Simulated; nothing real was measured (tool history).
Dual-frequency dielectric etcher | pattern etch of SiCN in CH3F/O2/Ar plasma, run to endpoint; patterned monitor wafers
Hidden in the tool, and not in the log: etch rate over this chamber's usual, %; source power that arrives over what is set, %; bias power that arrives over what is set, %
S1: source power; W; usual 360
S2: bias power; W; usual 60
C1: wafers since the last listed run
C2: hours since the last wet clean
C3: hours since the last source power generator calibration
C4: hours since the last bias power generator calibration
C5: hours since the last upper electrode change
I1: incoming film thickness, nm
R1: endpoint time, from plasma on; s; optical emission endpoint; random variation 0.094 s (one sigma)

run	hour	S1	S2	C1	C2	C3	C4	C5	I1	R1
1	0.0	360	60	0	233.8	2931.1	2559.9	4418.1	9.28	30.4
2	36.1	360	60	421	269.9	2967.2	2596.0	4454.2	9.27	30.4
3	51.9	360	60	184	285.7	2983.0	2611.8	4470.0	9.33	30.2
4	62.0	360	60	118	295.8	2993.1	2621.9	4480.1	9.39	30.4
5	76.1	400	53	164	309.9	3007.2	2636.0	4494.2	9.34	30.7
6	88.8	400	53	148	322.6	3019.9	2648.7	4506.9	9.36	30.9
7	101.5	360	51	148	335.3	3032.6	2661.4	4519.6	9.20	32.2
8	117.4	360	60	185	351.2	3048.5	2677.3	4535.5	9.29	30.0
9	124.8	360	60	86	358.6	3055.9	2684.7	4542.9	9.37	30.2
10	132.2	360	60	86	366.0	3063.3	2692.1	4550.3	9.28	29.8
11	146.7	360	60	169	380.5	3077.8	2706.6	4564.8	9.35	30.1
# hour 157.1: source power generator calibrated
12	163.0	410	60	143	396.8	5.9	2722.9	4581.1	9.41	28.8
13	172.1	390	49	106	405.9	15.0	2732.0	4590.2	9.25	31.9
14	181.2	330	60	106	415.0	24.1	2741.1	4599.3	9.28	30.7
# hour 193.6: bias power generator calibrated
# hour 212.3: upper electrode replaced
# hour 233.7: wet clean of the chamber
15	234.2	440	72	104	0.5	77.1	40.6	21.9	9.30	26.1
16	234.5	280	55	3	0.8	77.4	40.9	22.2	9.31	35.8
17	234.8	400	60	3	1.1	77.7	41.2	22.5	9.33	29.8
18	242.1	360	53	85	8.4	85.0	48.5	29.8	9.29	32.8
19	250.8	360	60	101	17.1	93.7	57.2	38.5	9.27	30.9
20	266.9	360	60	188	33.2	109.8	73.3	54.6	9.29	30.7
21	281.3	420	48	168	47.6	124.2	87.7	69.0	9.19	31.8
22	290.9	280	60	112	57.2	133.8	97.3	78.6	9.33	34.2
23	306.8	390	70	185	73.1	149.7	113.2	94.5	9.28	27.6

Forecast each of these 5 alternatives for the next run:
A	307.2	360	60	4	73.5	150.1	113.6	94.9	9.21	?
B	307.2	430	70	4	73.5	150.1	113.6	94.9	9.21	?
C	307.2	300	60	4	73.5	150.1	113.6	94.9	9.21	?
D	307.2	410	69	4	73.5	150.1	113.6	94.9	9.21	?
E	307.2	440	65	4	73.5	150.1	113.6	94.9	9.21	?

run	R1
A	30.4
B	26.3
C	32.7
D	27.0
E	27.0
Without the tool's hidden state the same runs would have given:
run	R1
A	31.0
B	26.8
C	33.4
D	27.5
E	27.5

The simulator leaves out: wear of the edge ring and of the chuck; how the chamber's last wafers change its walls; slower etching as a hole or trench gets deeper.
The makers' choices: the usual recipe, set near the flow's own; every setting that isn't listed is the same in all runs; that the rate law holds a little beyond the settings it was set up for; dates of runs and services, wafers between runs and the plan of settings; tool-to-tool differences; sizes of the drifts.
